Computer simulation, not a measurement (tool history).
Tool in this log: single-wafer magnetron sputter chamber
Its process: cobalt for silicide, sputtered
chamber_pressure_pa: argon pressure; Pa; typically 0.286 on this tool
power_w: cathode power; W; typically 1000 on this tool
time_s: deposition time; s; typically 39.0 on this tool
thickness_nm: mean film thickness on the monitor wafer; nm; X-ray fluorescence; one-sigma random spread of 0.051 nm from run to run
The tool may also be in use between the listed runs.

| run | hour | chamber_pressure_pa | power_w | time_s | read-back reference wafer on the same gauge, thickness_nm | thickness_nm |
|---|---|---|---|---|---|---|
| 1 | 0.0 | 0.286 | 1000 | 33.0 | 23.104 | 18.114 |
|  | 40.0 | sputter target and shields replaced |
| 2 | 89.7 | 0.286 | 1000 | 39.0 | 23.104 | 21.790 |
| 3 | 185.4 | 0.286 | 1000 | 39.0 | 23.118 | 21.737 |
| 4 | 231.9 | 0.286 | 1000 | 39.0 | 23.087 | 21.678 |
| 5 | 297.1 | 0.286 | 1000 | 34.3 | 23.101 | 19.058 |
| 6 | 357.8 | 0.286 | 900 | 39.0 | 23.096 | 19.378 |
| 7 | 416.7 | 0.286 | 1000 | 39.0 | 23.098 | 21.421 |
| 8 | 503.3 | 0.286 | 1000 | 39.0 | 23.097 | 21.326 |
|  | 594.9 | sputter target and shields replaced |
| 9 | 603.9 | 0.286 | 1000 | 39.0 | 23.098 | 21.698 |
| 10 | 687.2 | 0.286 | 1100 | 39.0 | 23.089 | 23.965 |
| 11 | 778.9 | 0.215 | 1000 | 39.0 | 23.105 | 22.034 |
| 12 | 852.7 | 0.286 | 1000 | 39.0 | 23.095 | 21.613 |
| 13 | 892.4 | 0.286 | 1000 | 39.0 | 23.103 | 21.561 |
| 14 | 949.6 | 0.286 | 1000 | 39.0 | 23.101 | 21.454 |
| 15 | 1001.9 | 0.286 | 1000 | 33.0 | 23.088 | 18.148 |
| 16 | 1038.5 | 0.286 | 1000 | 43.2 | 23.096 | 23.678 |
|  | 1054.0 | sputter target and shields replaced |
| 17 | 1081.5 | 0.286 | 850 | 39.0 | 23.107 | 18.489 |
| 18 | 1132.7 | 0.286 | 900 | 39.0 | 23.110 | 19.592 |
| 19 | 1236.4 | 0.286 | 1000 | 39.0 | 23.101 | 21.628 |
| 20 | 1278.1 | 0.245 | 1150 | 43.7 | 23.101 | 28.042 |
| 21 | 1361.6 | 0.286 | 1000 | 39.0 | 23.099 | 21.518 |
|  | 1422.1 | magnet pack replaced |
| 22 | 1435.0 | 0.371 | 1100 | 36.0 | 23.094 | 21.259 |
|  | 1502.9 | gauge calibrated |
| 23 | 1515.8 | 0.286 | 1000 | 41.1 | 23.092 | 22.505 |
|  | 1563.5 | sputter target and shields replaced |
| 24 | 1564.0 | 0.286 | 1000 | 39.0 | 23.090 | 21.743 |
| 25 | 1607.8 | 0.286 | 1000 | 39.0 | 23.103 | 21.657 |
| 26 | 1656.1 | 0.391 | 850 | 39.0 | 23.084 | 17.996 |
|  | 1675.3 | capacitance manometer re-zeroed and calibrated |
| 27 | 1749.5 | 0.185 | 1100 | 39.0 | 23.098 | 24.338 |
| 28 | 1797.7 | 0.357 | 800 | 39.0 | 23.108 | 17.143 |
| 29 | 1873.9 | 0.355 | 1150 | 39.0 | 23.101 | 24.438 |
| 30 | 1959.3 | 0.286 | 1000 | 34.1 | 23.097 | 18.681 |
|  | 2043.4 | sputter target and shields replaced |
| 31 | 2097.0 | 0.286 | 800 | 39.0 | 23.090 | 17.351 |
| 32 | 2185.2 | 0.286 | 1000 | 39.0 | 23.113 | 21.682 |
| 33 | 2244.7 | 0.286 | 1050 | 39.0 | 23.103 | 22.691 |

Predict each of these 5 candidate next runs independently; none follows another, all start after run 33:
| A | 2245.1 | 0.286 | 1000 | 39.0 | ? | ? |
| B | 2245.1 | 0.381 | 1000 | 39.0 | ? | ? |
| C | 2245.1 | 0.286 | 1000 | 32.2 | ? | ? |
| D | 2245.1 | 0.286 | 1100 | 45.6 | ? | ? |
| E | 2245.1 | 0.230 | 1100 | 46.3 | ? | ? |

| run | read-back reference wafer on the same gauge, thickness_nm | thickness_nm |
|---|---|---|
| A | 23.094 | 21.645 |
| B | 23.094 | 21.201 |
| C | 23.094 | 17.871 |
| D | 23.094 | 27.839 |
| E | 23.094 | 28.617 |
What these runs would have given with no unlogged condition in the tool:
| run | thickness_nm |
|---|---|
| A | 21.756 |
| B | 21.309 |
| C | 17.962 |
| D | 27.981 |
| E | 28.762 |
